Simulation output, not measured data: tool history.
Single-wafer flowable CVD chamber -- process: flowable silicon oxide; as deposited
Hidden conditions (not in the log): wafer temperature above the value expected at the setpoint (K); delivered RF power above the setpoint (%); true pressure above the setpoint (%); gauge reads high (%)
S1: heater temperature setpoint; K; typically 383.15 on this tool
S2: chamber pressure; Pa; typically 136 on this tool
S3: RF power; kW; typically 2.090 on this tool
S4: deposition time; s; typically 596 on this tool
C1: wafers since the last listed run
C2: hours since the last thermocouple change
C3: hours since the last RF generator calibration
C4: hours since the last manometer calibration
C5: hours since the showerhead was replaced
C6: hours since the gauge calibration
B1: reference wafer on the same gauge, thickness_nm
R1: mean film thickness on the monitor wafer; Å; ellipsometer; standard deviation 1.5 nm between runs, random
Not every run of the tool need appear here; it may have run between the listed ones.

Run 1, hour 0.0: usual settings; C1 0; C2 1723.6; C3 1991.3; C4 932.2; C5 5540.4; C6 674.7; B1 338.184. Result: R1 3600.52 Å.
Run 2, hour 50.2: usual settings; C1 180; C2 1773.8; C3 2041.5; C4 982.4; C5 5590.6; C6 724.9; B1 337.779. Result: R1 3605.00 Å.
Run 3, hour 110.7: usual settings; C1 217; C2 1834.3; C3 2102.0; C4 1042.9; C5 5651.1; C6 785.4; B1 338.062. Result: R1 3631.24 Å.
Run 4, hour 179.9: usual settings; C1 248; C2 1903.5; C3 2171.2; C4 1112.1; C5 5720.3; C6 854.6; B1 338.206. Result: R1 3627.13 Å.
Run 5, hour 249.8: usual settings but S3 1.765 kW; C1 251; C2 1973.4; C3 2241.1; C4 1182.0; C5 5790.2; C6 924.5; B1 338.464. Result: R1 3447.60 Å.
Run 6, hour 298.4: usual settings but S3 1.765 kW; C1 174; C2 2022.0; C3 2289.7; C4 1230.6; C5 5838.8; C6 973.1; B1 337.785. Result: R1 3428.05 Å.
Run 7, hour 356.6: usual settings but S3 1.765 kW; C1 209; C2 2080.2; C3 2347.9; C4 1288.8; C5 5897.0; C6 1031.3; B1 337.939. Result: R1 3436.02 Å.
At hour 381.9: capacitance manometer re-zeroed and calibrated.
Run 8, hour 407.7: usual settings; C1 155; C2 2131.3; C3 2399.0; C4 25.8; C5 5948.1; C6 1082.4; B1 338.090. Result: R1 3753.53 Å.
Run 9, hour 456.1: usual settings; C1 174; C2 2179.7; C3 2447.4; C4 74.2; C5 5996.5; C6 1130.8; B1 337.954. Result: R1 3746.21 Å.
Run 10, hour 494.9: usual settings but S2 117 Pa, S3 2.255 kW; C1 139; C2 2218.5; C3 2486.2; C4 113.0; C5 6035.3; C6 1169.6; B1 338.145. Result: R1 3238.65 Å.
At hour 522.9: thermocouple changed; heater temperature recalibrated.
Run 11, hour 564.9: usual settings but S2 117 Pa, S3 2.255 kW; C1 223; C2 42.0; C3 2556.2; C4 183.0; C5 6105.3; C6 1239.6; B1 337.958. Result: R1 3223.29 Å.
At hour 588.9: RF generator calibrated.
At hour 595.8: showerhead replaced, of another model than before.
Run 12, hour 614.6: usual settings but S3 2.300 kW; C1 125; C2 91.7; C3 25.7; C4 232.7; C5 18.8; C6 1289.3; B1 337.829. Result: R1 3836.81 Å.
Run 13, hour 663.4: usual settings but S1 397.15 K; C1 175; C2 140.5; C3 74.5; C4 281.5; C5 67.6; C6 1338.1; B1 337.583. Result: R1 2548.57 Å.
Run 14, hour 710.7: usual settings; C1 170; C2 187.8; C3 121.8; C4 328.8; C5 114.9; C6 1385.4; B1 338.054. Result: R1 3703.86 Å.
Run 15, hour 736.0: usual settings; C1 91; C2 213.1; C3 147.1; C4 354.1; C5 140.2; C6 1410.7; B1 338.028. Result: R1 3700.05 Å.
Run 16, hour 773.1: usual settings but S1 369.15 K, S3 2.480 kW, S4 559 s; C1 133; C2 250.2; C3 184.2; C4 391.2; C5 177.3; C6 1447.8; B1 337.954. Result: R1 5436.15 Å.
Run 17, hour 818.3: usual settings but S1 390.15 K, S2 127 Pa, S3 2.440 kW, S4 540 s; C1 162; C2 295.4; C3 229.4; C4 436.4; C5 222.5; C6 1493.0; B1 337.906. Result: R1 2740.91 Å.
At hour 840.6: gauge calibrated.
Run 18, hour 844.0: usual settings; C1 92; C2 321.1; C3 255.1; C4 462.1; C5 248.2; C6 3.4; B1 337.878. Result: R1 3709.33 Å.
Run 19, hour 872.6: usual settings but S1 394.15 K, S2 149 Pa; C1 102; C2 349.7; C3 283.7; C4 490.7; C5 276.8; C6 32.0; B1 337.828. Result: R1 2892.81 Å.
Run 20, hour 913.3: usual settings; C1 146; C2 390.4; C3 324.4; C4 531.4; C5 317.5; C6 72.7; B1 337.778. Result: R1 3693.74 Å.

The next listed run, before its measurement:
Run 21, hour 937.9: usual settings but S2 108 Pa; C1 88; C2 415.0; C3 349.0; C4 556.0; C5 342.1; C6 97.3; B1 ?. Result: R1 ?.

{"run 21": {"B1": 337.795, "R1": 3223.74}}
The same run, on a tool lacking any hidden state, would have yielded R1 3313.18 Å.
